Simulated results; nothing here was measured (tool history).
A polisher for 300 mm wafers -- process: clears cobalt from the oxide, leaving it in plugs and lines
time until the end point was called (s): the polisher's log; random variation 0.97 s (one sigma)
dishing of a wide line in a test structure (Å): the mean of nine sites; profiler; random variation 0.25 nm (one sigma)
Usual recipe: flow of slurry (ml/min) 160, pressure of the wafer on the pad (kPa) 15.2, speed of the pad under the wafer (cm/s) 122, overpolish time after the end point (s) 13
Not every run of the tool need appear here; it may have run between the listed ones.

run  hour  flow of slurry (ml/min)  pressure of the wafer on the pad (kPa)  speed of the pad under the wafer (cm/s)  overpolish time after the end point (s)  wafers since the last listed run  wafers polished on this pad  hours since the slurry nozzle was cleaned  hours since the head pressure was calibrated  incoming thickness of the incoming film, nm  time until the end point was called (s)  dishing of a wide line in a test structure (Å)
  1   0.0                      160                                    15.2                                       94                                       13                                 0                          257                                      615.2                                        1234.9                                        383.5                                     70.5                                             219
  2  12.2                      160                                    15.2                                       94                                       13                               125                          383                                      627.4                                        1247.1                                        383.8                                     72.0                                             214
  3  19.9                      160                                    15.2                                       94                                       13                                79                          462                                      635.1                                        1254.8                                        377.4                                     70.0                                             219
  4  30.1                      130                                    15.2                                      122                                       17                               105                          568                                      645.3                                        1265.0                                        379.4                                     58.0                                             226
  5  38.8                      160                                    15.2                                      122                                       13                                89                          657                                      654.0                                        1273.7                                        379.0                                     55.0                                             226
  6  50.1                      160                                    15.2                                      122                                       13                               116                          774                                      665.3                                        1285.0                                        385.4                                     57.0                                             223
     54.1  -- worn pad replaced by a new one
     56.9  -- head pressure recalibrated
  7  62.6                      160                                    15.2                                      122                                       13                                67                           67                                      677.8                                           5.7                                        380.5                                     62.7                                             221
  8  69.4                      160                                    15.2                                      122                                        8                                70                          137                                      684.6                                          12.5                                        379.8                                     61.0                                             203
  9  81.3                      160                                    15.2                                      122                                       13                               122                          260                                      696.5                                          24.4                                        378.7                                     63.1                                             222

Predict the results of run 10:
     85.6  -- worn pad replaced by a new one, repeated, since the last time left the tool worse
 10  95.7                      110                                    11.7                                       84                                       11                               107                          104                                      710.9                                          38.8                                        377.7                                        ?                                               ?

time until the end point was called (s): 108.8
dishing of a wide line in a test structure (Å): 190
With no hidden state in the tool, this same run would have given time until the end point was called (s) 106.4, dishing of a wide line in a test structure (Å) 191.
